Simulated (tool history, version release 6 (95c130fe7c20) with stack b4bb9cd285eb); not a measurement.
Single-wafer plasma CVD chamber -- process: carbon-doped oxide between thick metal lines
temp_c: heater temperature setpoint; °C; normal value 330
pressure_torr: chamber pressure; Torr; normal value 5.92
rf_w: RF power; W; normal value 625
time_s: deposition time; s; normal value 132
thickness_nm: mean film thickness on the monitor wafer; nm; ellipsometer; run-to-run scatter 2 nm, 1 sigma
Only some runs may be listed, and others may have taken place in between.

run     day  temp_c  pressure_torr  rf_w  time_s  wafers since the last listed run  hours since the last thermocouple change  hours since the last RF generator calibration  hours since the last manometer calibration  hours since the showerhead was replaced  hours since the gauge calibration  read-back reference wafer on the same gauge, thickness_nm  thickness_nm
  1   0.000     330           6.27   625     132                                 0                                    1783.8                                         1154.6                                      1446.1                                   5756.2                              110.8                                                    807.062       766.793
  2   0.483     330           6.27   625     132                               117                                    1795.4                                         1166.2                                      1457.7                                   5767.8                              122.4                                                    807.052       771.137
  3   2.346     330           6.27   625     132                               450                                    1840.1                                         1210.9                                      1502.4                                   5812.5                              167.1                                                    807.153       767.406
  4   2.758     330           5.92   625     148                                99                                    1850.0                                         1220.8                                      1512.3                                   5822.4                              177.0                                                    806.957       851.458
  5   3.425     330           5.92   625     148                               161                                    1866.0                                         1236.8                                      1528.3                                   5838.4                              193.0                                                    806.532       854.370
  6   4.133     330           5.92   625     132                               171                                    1883.0                                         1253.8                                      1545.3                                   5855.4                              210.0                                                    807.309       760.455
  7   4.683     330           5.92   625     132                               133                                    1896.2                                         1267.0                                      1558.5                                   5868.6                              223.2                                                    807.073       759.000
  8   5.004     330           5.92   625     132                                77                                    1903.9                                         1274.7                                      1566.2                                   5876.3                              230.9                                                    807.033       758.764
  9   5.579     330           5.92   625     132                               139                                    1917.7                                         1288.5                                      1580.0                                   5890.1                              244.7                                                    806.688       757.247
      6.688  -- RF generator calibrated
 10   7.025     330           5.92   625     132                               269                                    1952.4                                            8.1                                      1614.7                                   5924.8                              279.4                                                    807.073       741.372
      7.438  -- thermocouple changed; heater temperature recalibrated
      7.529  -- showerhead replaced
 11   7.604     330           5.92   625     132                                38                                       4.0                                           22.0                                      1628.6                                      1.8                              293.3                                                    806.834       743.419
 12   8.300     330           6.27   625     132                               168                                      20.7                                           38.7                                      1645.3                                     18.5                              310.0                                                    806.876       748.695
 13   8.662     330           5.92   625     132                                87                                      29.4                                           47.4                                      1654.0                                     27.2                              318.7                                                    807.133       742.023
 14   8.983     343           6.89   660     113                                77                                      37.1                                           55.1                                      1661.7                                     34.9                              326.4                                                    806.971       634.676
      9.733  -- RF generator calibrated, repeated, since the last time left the tool worse
 15   9.754     330           5.92   625     158                               105                                      55.6                                            0.5                                      1680.2                                     53.4                              344.9                                                    807.151       932.365
 16  10.417     341           5.08   540     132                               160                                      71.5                                           16.4                                      1696.1                                     69.3                              360.8                                                    807.346       682.983
     11.362  -- capacitance manometer re-zeroed and calibrated
 17  11.383     341           5.08   540     132                               153                                      94.7                                           39.6                                         0.5                                     92.5                              384.0                                                    807.394       684.291
 18  11.438     322           5.92   625     149                                13                                      96.0                                           40.9                                         1.8                                     93.8                              385.3                                                    806.608       909.114
 19  11.867     330           4.77   725     144                               103                                     106.3                                           51.2                                        12.1                                    104.1                              395.6                                                    806.529       894.572
     12.158  -- gauge calibrated
 20  12.521     330           5.92   625     120                               158                                     122.0                                           66.9                                        27.8                                    119.8                                8.7                                                    806.846       709.355
 21  14.004     319           5.92   500     132                               359                                     157.6                                          102.5                                        63.4                                    155.4                               44.3                                                    806.995       720.265
 22  14.700     323           7.01   530     132                               168                                     174.3                                          119.2                                        80.1                                    172.1                               61.0                                                    806.919       747.588
 23  15.296     330           5.92   625     148                               144                                     188.6                                          133.5                                        94.4                                    186.4                               75.3                                                    806.847       875.079

Below are 3 alternative next runs, each starting from the tool's condition after run 23. Predict each:
  A  15.312     330           5.92   530     132                                 4                                     189.0                                          133.9                                        94.8                                    186.8                               75.7                                                          ?             ?
  B  15.312     330           7.10   625     132                                 4                                     189.0                                          133.9                                        94.8                                    186.8                               75.7                                                          ?             ?
  C  15.312     330           7.02   535     132                                 4                                     189.0                                          133.9                                        94.8                                    186.8                               75.7                                                          ?             ?

run  read-back reference wafer on the same gauge, thickness_nm  thickness_nm
  A                                                    806.636       714.148
  B                                                    806.636       794.188
  C                                                    806.636       729.924
Without the tool's hidden state the same runs would have given:
run  thickness_nm
  A       720.927
  B       801.492
  C       736.853
